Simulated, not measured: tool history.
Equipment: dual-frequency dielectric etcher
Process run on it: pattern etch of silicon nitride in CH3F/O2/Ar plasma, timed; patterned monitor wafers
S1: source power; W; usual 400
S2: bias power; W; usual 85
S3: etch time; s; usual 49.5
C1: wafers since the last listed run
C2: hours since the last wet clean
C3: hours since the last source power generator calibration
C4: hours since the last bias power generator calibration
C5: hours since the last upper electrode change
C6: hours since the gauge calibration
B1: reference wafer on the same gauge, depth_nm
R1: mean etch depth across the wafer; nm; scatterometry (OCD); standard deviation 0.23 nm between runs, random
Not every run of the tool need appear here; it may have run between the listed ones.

run	hour	S1	S2	S3	C1	C2	C3	C4	C5	C6	B1	R1
1	0	400	101	40.5	0	414.1	9.2	1612.1	6.4	669.9	40.08	29.25
# hour 3: gauge calibrated
2	10.1	400	101	40.5	143	424.2	19.3	1622.2	16.5	7.1	39.98	28.98
3	20.7	400	85	49.5	150	434.8	29.9	1632.8	27.1	17.7	39.99	33.64
4	32.2	400	85	49.5	162	446.3	41.4	1644.3	38.6	29.2	39.87	33.71
5	47.1	400	85	49.5	211	461.2	56.3	1659.2	53.5	44.1	40.02	34.13
6	64.8	400	85	55.5	250	478.9	74	1676.9	71.2	61.8	39.92	37.93
7	111.6	400	85	49.5	662	525.7	120.8	1723.7	118	108.6	40.05	34.05
# hour 148.4: wet clean of the chamber
8	148.9	400	85	49.5	188	0.5	158.1	1761	155.3	145.9	40.01	34.31
9	158.2	440	105	41	131	9.8	167.4	1770.3	164.6	155.2	40.01	31.47
10	168.8	400	85	59	150	20.4	178	1780.9	175.2	165.8	40.06	40.76
# hour 179.3: bias power generator calibrated
11	183	320	97	44	144	34.6	192.2	3.7	189.4	180	39.94	28.07
12	194.1	480	102	45.5	157	45.7	203.3	14.8	200.5	191.1	39.98	36.22
13	205.1	440	105	41	155	56.7	214.3	25.8	211.5	202.1	40.1	31.28
14	219.3	400	85	49.5	201	70.9	228.5	40	225.7	216.3	39.91	33.78
15	231.5	400	85	49.5	172	83.1	240.7	52.2	237.9	228.5	39.96	34.12
16	242.6	350	85	42.5	157	94.2	251.8	63.3	249	239.6	39.98	27.23
17	250.6	400	85	61.5	113	102.2	259.8	71.3	257	247.6	39.96	41.96
18	258.6	400	85	49.5	113	110.2	267.8	79.3	265	255.6	40.04	33.49
19	272.9	400	85	39.5	202	124.5	282.1	93.6	279.3	269.9	40	27.08
20	279.8	400	79	49.5	97	131.4	289	100.5	286.2	276.8	40.01	33.06
21	287.3	490	103	43.5	106	138.9	296.5	108	293.7	284.3	39.98	34.52
22	301.8	450	74	56	205	153.4	311	122.5	308.2	298.8	39.95	39.75
23	316.8	300	85	35.5	212	168.4	326	137.5	323.2	313.8	39.99	20.83
24	330.2	450	103	49.5	189	181.8	339.4	150.9	336.6	327.2	39.94	37.53
25	345.9	330	68	49.5	222	197.5	355.1	166.6	352.3	342.9	40.09	28.87
26	358.6	400	85	49.5	179	210.2	367.8	179.3	365	355.6	39.99	33.54
27	369.3	400	67	60	151	220.9	378.5	190	375.7	366.3	40.08	38.25
28	377	320	72	63	109	228.6	386.2	197.7	383.4	374	40.03	36.24
29	403.1	400	101	49.5	369	254.7	412.3	223.8	409.5	400.1	40.06	35.91

5 options for the next run, each taken on its own from the tool as it stands now. Forecast them:
A	403.5	400	91	49.5	5	255.1	412.7	224.2	409.9	400.5	?	?
B	403.5	350	85	49.5	5	255.1	412.7	224.2	409.9	400.5	?	?
C	403.5	400	85	44	5	255.1	412.7	224.2	409.9	400.5	?	?
D	403.5	400	85	58	5	255.1	412.7	224.2	409.9	400.5	?	?
E	403.5	440	101	40.5	5	255.1	412.7	224.2	409.9	400.5	?	?

run	B1	R1
A	40.02	34.8
B	40.02	31.82
C	40.02	30.33
D	40.02	39.98
E	40.02	30.79
The same runs, with their run-to-run variation unchanged, on a tool lacking any hidden condition would have given:
run	R1
A	34.8
B	31.82
C	30.33
D	39.98
E	30.79
